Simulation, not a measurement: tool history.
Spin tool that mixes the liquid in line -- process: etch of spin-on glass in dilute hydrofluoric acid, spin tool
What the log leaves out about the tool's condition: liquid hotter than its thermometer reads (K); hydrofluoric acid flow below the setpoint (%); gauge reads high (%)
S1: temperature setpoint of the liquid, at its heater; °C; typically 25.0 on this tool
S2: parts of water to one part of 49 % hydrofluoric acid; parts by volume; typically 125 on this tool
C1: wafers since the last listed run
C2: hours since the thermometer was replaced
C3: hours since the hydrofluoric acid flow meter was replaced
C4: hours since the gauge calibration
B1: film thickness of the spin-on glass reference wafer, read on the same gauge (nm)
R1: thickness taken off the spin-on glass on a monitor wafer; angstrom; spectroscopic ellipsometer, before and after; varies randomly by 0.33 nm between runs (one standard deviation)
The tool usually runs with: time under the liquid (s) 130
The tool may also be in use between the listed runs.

{"run": 1, "hour": 0.0, "S1": 25.0, "S2": 110, "time under the liquid (s)": 70, "C1": 0, "C2": 2028.9, "C3": 68.9, "C4": 2004.4, "B1": 80.0, "R1": 214.0}
{"run": 2, "hour": 78.2, "S1": 25.0, "S2": 145, "time under the liquid (s)": 190, "C1": 875, "C2": 2107.1, "C3": 147.1, "C4": 2082.6, "B1": 80.01, "R1": 416.2}
{"run": 3, "hour": 156.0, "S1": 25.0, "S2": 145, "time under the liquid (s)": 190, "C1": 870, "C2": 2184.9, "C3": 224.9, "C4": 2160.4, "B1": 79.98, "R1": 407.3}
{"run": 4, "hour": 212.8, "S1": 25.0, "S2": 125, "time under the liquid (s)": 130, "C1": 635, "C2": 2241.7, "C3": 281.7, "C4": 2217.2, "B1": 80.01, "R1": 335.4}
{"run": 5, "hour": 318.2, "S1": 25.0, "S2": 125, "time under the liquid (s)": 130, "C1": 1179, "C2": 2347.1, "C3": 387.1, "C4": 2322.6, "B1": 79.99, "R1": 333.9}
{"run": 6, "hour": 407.3, "S1": 25.0, "S2": 125, "time under the liquid (s)": 150, "C1": 997, "C2": 2436.2, "C3": 476.2, "C4": 2411.7, "B1": 80.0, "R1": 378.4}
{"run": 7, "hour": 457.5, "S1": 25.0, "S2": 125, "time under the liquid (s)": 150, "C1": 561, "C2": 2486.4, "C3": 526.4, "C4": 2461.9, "B1": 80.0, "R1": 376.9}
{"run": 8, "hour": 559.1, "S1": 21.0, "S2": 105, "time under the liquid (s)": 130, "C1": 1137, "C2": 2588.0, "C3": 628.0, "C4": 2563.5, "B1": 80.02, "R1": 335.7}
{"run": 9, "hour": 598.4, "S1": 21.0, "S2": 105, "time under the liquid (s)": 130, "C1": 439, "C2": 2627.3, "C3": 667.3, "C4": 2602.8, "B1": 80.0, "R1": 343.1}
{"hour": 607.7, "done": "hydrofluoric acid flow meter replaced"}
{"run": 10, "hour": 661.5, "S1": 21.0, "S2": 105, "time under the liquid (s)": 130, "C1": 695, "C2": 2690.4, "C3": 53.8, "C4": 2665.9, "B1": 80.0, "R1": 358.9}
{"run": 11, "hour": 751.9, "S1": 25.0, "S2": 125, "time under the liquid (s)": 130, "C1": 1012, "C2": 2780.8, "C3": 144.2, "C4": 2756.3, "B1": 80.01, "R1": 346.3}
{"run": 12, "hour": 836.8, "S1": 25.0, "S2": 125, "time under the liquid (s)": 130, "C1": 950, "C2": 2865.7, "C3": 229.1, "C4": 2841.2, "B1": 80.01, "R1": 342.3}
{"run": 13, "hour": 940.9, "S1": 25.0, "S2": 125, "time under the liquid (s)": 130, "C1": 1165, "C2": 2969.8, "C3": 333.2, "C4": 2945.3, "B1": 80.01, "R1": 332.1}
{"run": 14, "hour": 1027.2, "S1": 25.0, "S2": 125, "time under the liquid (s)": 130, "C1": 966, "C2": 3056.1, "C3": 419.5, "C4": 3031.6, "B1": 80.0, "R1": 334.2}
{"hour": 1096.5, "done": "gauge calibrated"}
{"run": 15, "hour": 1110.8, "S1": 25.0, "S2": 110, "time under the liquid (s)": 130, "C1": 935, "C2": 3139.7, "C3": 503.1, "C4": 14.3, "B1": 80.0, "R1": 385.7}
{"hour": 1151.0, "done": "hydrofluoric acid flow meter replaced"}
{"hour": 1165.4, "done": "thermometer replaced"}
{"run": 16, "hour": 1208.5, "S1": 29.0, "S2": 155, "time under the liquid (s)": 175, "C1": 1071, "C2": 43.1, "C3": 57.5, "C4": 112.0, "B1": 79.99, "R1": 421.0}
{"run": 17, "hour": 1255.9, "S1": 20.5, "S2": 100, "time under the liquid (s)": 205, "C1": 530, "C2": 90.5, "C3": 104.9, "C4": 159.4, "B1": 80.0, "R1": 582.9}
{"run": 18, "hour": 1341.8, "S1": 25.0, "S2": 125, "time under the liquid (s)": 130, "C1": 961, "C2": 176.4, "C3": 190.8, "C4": 245.3, "B1": 80.0, "R1": 344.6}

Estimate the outcome of run 19 from the log above:
{"run": 19, "hour": 1430.3, "S1": 25.0, "S2": 125, "time under the liquid (s)": 150, "C1": 990, "C2": 264.9, "C3": 279.3, "C4": 333.8, "B1": "?", "R1": "?"}

{"run 19": {"B1": 80.0, "R1": 392.1}}
Take away the tool's hidden state, keep the run-to-run variation as it was, and the same run would have given R1 403.6 angstrom.
